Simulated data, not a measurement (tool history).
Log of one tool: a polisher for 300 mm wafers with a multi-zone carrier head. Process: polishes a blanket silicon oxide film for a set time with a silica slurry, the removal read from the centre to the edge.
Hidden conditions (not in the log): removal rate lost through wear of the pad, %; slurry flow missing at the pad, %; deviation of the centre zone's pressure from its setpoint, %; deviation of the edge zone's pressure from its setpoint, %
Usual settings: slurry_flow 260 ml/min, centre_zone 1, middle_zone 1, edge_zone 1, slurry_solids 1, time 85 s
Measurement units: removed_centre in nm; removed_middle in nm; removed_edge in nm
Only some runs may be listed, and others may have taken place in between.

| run | hour | slurry_flow | centre_zone | middle_zone | edge_zone | slurry_solids | time | wafers since the last listed run | wafers polished on this pad | hours since the slurry nozzle was cleaned | hours since the centre zone pressure was calibrated | hours since the edge zone pressure was calibrated | hours since the carrier head's membrane was replaced | incoming thickness of the incoming film, nm | removed_centre | removed_middle | removed_edge |
|---|---|---|---|---|---|---|---|---|---|---|---|---|---|---|---|---|---|
| 1 | 0 | 260 | 1 | 1 | 1 | 1 | 85 | 0 | 500 | 529.6 | 954 | 695.8 | 1315.8 | 1677.7 | 254.3 | 294.4 | 292.7 |
| 2 | 48.8 | 260 | 1 | 1 | 1 | 1 | 85 | 547 | 1047 | 578.4 | 1002.8 | 744.6 | 1364.6 | 1698.9 | 238.4 | 277.1 | 272.5 |
|  | 57.9 | worn pad replaced by a new one |
| 3 | 88.8 | 260 | 1 | 1 | 1 | 1 | 85 | 404 | 346 | 618.4 | 1042.8 | 784.6 | 1404.6 | 1694 | 261.5 | 297.5 | 294.4 |
| 4 | 137.2 | 205 | 1 | 1 | 1 | 1 | 85 | 543 | 889 | 666.8 | 1091.2 | 833 | 1453 | 1677.7 | 238.2 | 274.6 | 269.7 |
|  | 175.4 | worn pad replaced by a new one |
|  | 191.5 | carrier head's membrane replaced by a new one |
| 5 | 208.7 | 205 | 1 | 1 | 1 | 1 | 85 | 701 | 317 | 738.3 | 1162.7 | 904.5 | 17.2 | 1688.8 | 241.3 | 284 | 276.2 |
|  | 231.2 | slurry nozzle cleaned |
| 6 | 266.1 | 205 | 1 | 1 | 1 | 1 | 85 | 633 | 950 | 34.9 | 1220.1 | 961.9 | 74.6 | 1697.5 | 220.8 | 263.3 | 260.2 |
|  | 295.5 | edge zone pressure recalibrated |
|  | 297.2 | worn pad replaced by a new one |
| 7 | 303.2 | 260 | 1 | 1 | 1 | 1 | 85 | 375 | 67 | 72 | 1257.2 | 7.7 | 111.7 | 1690.7 | 257.1 | 305 | 296.6 |
| 8 | 360 | 315 | 1.08 | 1.07 | 1 | 0.9 | 85 | 637 | 705 | 128.8 | 1314 | 64.5 | 168.5 | 1709.3 | 267.7 | 306.8 | 275.1 |
| 9 | 413.2 | 260 | 1 | 0.92 | 1 | 1 | 85 | 597 | 1302 | 182 | 1367.2 | 117.7 | 221.7 | 1669.1 | 226.8 | 246.4 | 266.7 |
|  | 421.6 | worn pad replaced by a new one |
| 10 | 440.2 | 260 | 1 | 1 | 1 | 1 | 85 | 258 | 208 | 209 | 1394.2 | 144.7 | 248.7 | 1708.9 | 255.2 | 300.5 | 302.8 |
|  | 444.5 | centre zone pressure recalibrated |
| 11 | 479 | 195 | 1.04 | 1.06 | 1.11 | 1 | 85 | 413 | 621 | 247.8 | 34.5 | 183.5 | 287.5 | 1675.5 | 285 | 287 | 299.3 |
| 12 | 514 | 260 | 1 | 1 | 1 | 1 | 85 | 392 | 1014 | 282.8 | 69.5 | 218.5 | 322.5 | 1675.3 | 267.2 | 273.8 | 271.7 |
|  | 554 | worn pad replaced by a new one |
| 13 | 567 | 260 | 1 | 1 | 0.9 | 1 | 70 | 549 | 146 | 335.8 | 122.5 | 271.5 | 375.5 | 1676.3 | 245.3 | 248.9 | 233.4 |
| 14 | 602 | 180 | 1 | 1.06 | 1 | 1.1 | 85 | 392 | 539 | 370.8 | 157.5 | 306.5 | 410.5 | 1681.5 | 271.4 | 299.3 | 288.9 |

Measured result minus the same run's result without the hidden state. Both carry the same run-to-run variation, though not necessarily the same gauge scatter:
| run | removed_centre | removed_middle | removed_edge |
|---|---|---|---|
| 1 | -40.6 | -7 | -7.1 |
| 2 | -58.3 | -26.8 | -26.5 |
| 3 | -40.9 | -5.1 | -5.3 |
| 4 | -52.9 | -20.2 | -20 |
| 5 | -44.6 | -10.9 | -10.8 |
| 6 | -61.4 | -31.2 | -31.1 |
| 7 | -38.3 | -1.6 | -1.7 |
| 8 | -52.1 | -13.7 | -12.5 |
| 9 | -73.6 | -38.4 | -41.7 |
| 10 | -41.8 | -4.5 | -4.8 |
| 11 | -11.3 | -13.3 | -13.9 |
| 12 | -28.4 | -28.7 | -28.5 |
| 13 | -6.9 | -3.9 | -3.7 |
| 14 | -15.5 | -11.2 | -10.8 |

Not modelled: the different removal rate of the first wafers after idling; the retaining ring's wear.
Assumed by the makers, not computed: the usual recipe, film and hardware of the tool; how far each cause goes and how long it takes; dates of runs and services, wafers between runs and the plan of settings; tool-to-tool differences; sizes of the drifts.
